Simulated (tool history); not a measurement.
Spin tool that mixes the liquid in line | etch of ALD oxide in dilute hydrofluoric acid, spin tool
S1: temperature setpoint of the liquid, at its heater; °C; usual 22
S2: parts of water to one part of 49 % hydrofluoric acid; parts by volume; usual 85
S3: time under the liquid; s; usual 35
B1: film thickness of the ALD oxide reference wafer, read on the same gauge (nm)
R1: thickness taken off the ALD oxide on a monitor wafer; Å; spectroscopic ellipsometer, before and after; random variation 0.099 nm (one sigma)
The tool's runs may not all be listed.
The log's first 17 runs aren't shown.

| run | hour | S1 | S2 | S3 | B1 | R1 |
|---|---|---|---|---|---|---|
| 18 | 1032.9 | 20.5 | 120 | 45 | 60 | 90.4 |
| 19 | 1064.8 | 20 | 70 | 35 | 60 | 123.7 |
| 20 | 1112.7 | 22 | 115 | 40 | 60.01 | 90.2 |
| 21 | 1162.7 | 19.5 | 45 | 30 | 59.99 | 169.3 |
| 22 | 1195.7 | 22 | 85 | 50 | 59.98 | 154.3 |
| 23 | 1263.5 | 22 | 55 | 35 | 60 | 174.5 |
|  | 1265.7 | gauge calibrated |
| 24 | 1304.4 | 22 | 100 | 20 | 60.02 | 52.6 |
| 25 | 1358.7 | 23.5 | 50 | 35 | 60.01 | 205.1 |
| 26 | 1428.9 | 22 | 110 | 35 | 60 | 80.5 |
| 27 | 1453.6 | 22 | 65 | 20 | 60.01 | 83 |
| 28 | 1497.9 | 22 | 85 | 35 | 60 | 107.6 |
| 29 | 1524.4 | 25.5 | 70 | 35 | 60 | 154.5 |
| 30 | 1568.4 | 24 | 85 | 35 | 59.98 | 114.9 |
| 31 | 1606.2 | 22 | 85 | 35 | 60 | 107.2 |
| 32 | 1639.6 | 22 | 65 | 20 | 59.98 | 82.9 |
| 33 | 1669.9 | 22 | 85 | 35 | 60.01 | 107.2 |
| 34 | 1702 | 26.5 | 55 | 25 | 60 | 146.6 |
| 35 | 1732.7 | 17 | 85 | 35 | 60 | 85.9 |

Forecast each of these 4 alternatives for the next run:
| A | 1733.1 | 22 | 95 | 35 | ? | ? |
| B | 1733.1 | 25 | 70 | 45 | ? | ? |
| C | 1733.1 | 26.5 | 85 | 35 | ? | ? |
| D | 1733.1 | 23.5 | 55 | 20 | ? | ? |

| run | B1 | R1 |
|---|---|---|
| A | 60.01 | 96 |
| B | 60.01 | 195.2 |
| C | 60.01 | 130 |
| D | 60.01 | 106 |
Without the tool's hidden state the same runs would have given:
| run | R1 |
|---|---|
| A | 99.6 |
| B | 202.3 |
| C | 134.8 |
| D | 109.8 |

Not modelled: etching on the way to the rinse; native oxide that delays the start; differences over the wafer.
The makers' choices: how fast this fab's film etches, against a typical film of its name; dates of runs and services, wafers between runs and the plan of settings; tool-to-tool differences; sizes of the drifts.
